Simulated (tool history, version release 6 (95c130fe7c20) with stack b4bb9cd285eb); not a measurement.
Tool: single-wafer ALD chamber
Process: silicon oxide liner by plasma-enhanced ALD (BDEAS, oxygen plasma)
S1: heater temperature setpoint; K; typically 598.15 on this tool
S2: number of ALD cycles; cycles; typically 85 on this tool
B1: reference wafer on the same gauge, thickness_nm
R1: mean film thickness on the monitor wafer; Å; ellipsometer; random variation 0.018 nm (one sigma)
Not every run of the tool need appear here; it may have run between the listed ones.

run 1 hour=0 | S1=598.15 S2=85 | B1=7.598 | R1=71.93
run 2 hour=66.3 | S1=598.15 S2=85 | B1=7.601 | R1=71.86
run 3 hour=87.2 | S1=594.15 S2=85 | B1=7.597 | R1=72.45
run 4 hour=122 | S1=598.15 S2=85 | B1=7.593 | R1=71.95
run 5 hour=136 | S1=598.15 S2=85 | B1=7.602 | R1=71.94
run 6 hour=169.4 | S1=598.15 S2=85 | B1=7.594 | R1=71.88
run 7 hour=185.4 | S1=598.15 S2=85 | B1=7.602 | R1=71.71
run 8 hour=200.7 | S1=598.15 S2=85 | B1=7.607 | R1=71.84
-- hour=289.5 thermocouple changed; heater temperature recalibrated
run 9 hour=297.7 | S1=598.15 S2=73 | B1=7.595 | R1=61.81
run 10 hour=314.3 | S1=598.15 S2=73 | B1=7.603 | R1=62.05
run 11 hour=340.8 | S1=589.15 S2=81 | B1=7.605 | R1=69.34
run 12 hour=373.7 | S1=589.15 S2=81 | B1=7.597 | R1=69.8
run 13 hour=398.9 | S1=589.15 S2=81 | B1=7.598 | R1=69.58
run 14 hour=411.3 | S1=598.15 S2=85 | B1=7.594 | R1=72
run 15 hour=428 | S1=598.15 S2=101 | B1=7.6 | R1=85.48
run 16 hour=446.4 | S1=603.15 S2=85 | B1=7.605 | R1=71.42
-- hour=470.1 gauge calibrated
run 17 hour=470.7 | S1=598.15 S2=85 | B1=7.594 | R1=71.89
run 18 hour=486 | S1=593.15 S2=85 | B1=7.605 | R1=72.58
run 19 hour=512.9 | S1=603.15 S2=85 | B1=7.599 | R1=71.19
run 20 hour=538.3 | S1=598.15 S2=79 | B1=7.601 | R1=66.86
run 21 hour=552.5 | S1=587.15 S2=85 | B1=7.601 | R1=73.11
run 22 hour=572.9 | S1=590.15 S2=92 | B1=7.596 | R1=78.73
run 23 hour=593.6 | S1=612.15 S2=85 | B1=7.596 | R1=69.87
run 24 hour=625 | S1=591.15 S2=92 | B1=7.599 | R1=78.86
run 25 hour=642.7 | S1=598.15 S2=85 | B1=7.602 | R1=71.57
run 26 hour=678.1 | S1=588.15 S2=93 | B1=7.603 | R1=79.79
run 27 hour=778.3 | S1=589.15 S2=70 | B1=7.598 | R1=59.95
run 28 hour=797.3 | S1=598.15 S2=85 | B1=7.595 | R1=71.72

Alternative continuations, all from the tool just after run 28; predict every row:
run A hour=797.8 | S1=598.15 S2=85 | B1=? | R1=?
run B hour=797.8 | S1=610.15 S2=85 | B1=? | R1=?
run C hour=797.8 | S1=598.15 S2=98 | B1=? | R1=?
run D hour=797.8 | S1=584.15 S2=96 | B1=? | R1=?
run E hour=797.8 | S1=603.15 S2=99 | B1=? | R1=?

run=A B1=7.598 R1=71.74
run=B B1=7.598 R1=70.32
run=C B1=7.598 R1=82.72
run=D B1=7.598 R1=82.9
run=E B1=7.598 R1=82.87
Without the tool's hidden state the same runs would have given:
run=A R1=71.74
run=B R1=70.32
run=C R1=82.72
run=D R1=82.9
run=E R1=82.87

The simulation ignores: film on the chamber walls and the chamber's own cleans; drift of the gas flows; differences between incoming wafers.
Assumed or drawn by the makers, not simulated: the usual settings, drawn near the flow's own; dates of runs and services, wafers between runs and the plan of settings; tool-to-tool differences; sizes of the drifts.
